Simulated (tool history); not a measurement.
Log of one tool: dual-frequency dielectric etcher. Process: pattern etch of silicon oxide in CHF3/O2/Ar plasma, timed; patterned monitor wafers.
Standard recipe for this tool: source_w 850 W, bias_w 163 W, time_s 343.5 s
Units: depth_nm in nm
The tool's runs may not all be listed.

run	hour	source_w	bias_w	time_s	read-back reference wafer on the same gauge, depth_nm	depth_nm
1	0	850	163	343.5	861.4	735.4
2	29.5	850	135	343.5	861.1	667.5
3	60	850	135	343.5	861	670.4
4	91.5	850	135	343.5	860.9	669.9
5	107.2	850	163	343.5	860.9	735.9
6	131.1	850	163	343.5	860.9	738.3
7	163.1	850	163	343.5	861.3	739.6
# hour 228.1: source power generator calibrated
8	268.6	740	163	343.5	860.8	700.8
# hour 307.9: upper electrode replaced
9	308.4	740	163	343.5	860.7	702.6
10	308.8	1040	163	343.5	860.7	804.4
# hour 334.1: gauge calibrated
11	335	850	198	443.5	861	1051.4
12	365.8	740	137	343.5	861	642
# hour 386.2: bias power generator calibrated
13	401.8	710	137	281	861.3	517.2
# hour 430.2: wet clean of the chamber
14	430.7	740	163	343.5	861	691.4
15	439.2	850	136	404	860.7	786.4
16	473.8	850	163	343.5	860.7	734.6
17	489.3	850	180	413.5	860.5	928.7
18	511.2	850	198	443.5	861.8	1040.8
19	538.7	850	186	294	860.9	671.1

What if the next run were any one of these 5? Each begins from the tool's condition after run 19:
A	539.2	850	190	343.5	?	?
B	539.2	750	152	403.5	?	?
C	539.2	850	163	281	?	?
D	539.2	940	147	343.5	?	?
E	539.2	780	173	343.5	?	?

run	read-back reference wafer on the same gauge, depth_nm	depth_nm
A	861.3	791.9
B	861.3	792.3
C	861.3	601
D	861.3	726.5
E	861.3	731.1
The same runs, with their run-to-run variation unchanged, on a tool lacking any hidden condition would have given:
run	depth_nm
A	789.7
B	790
C	599.3
D	724.4
E	729
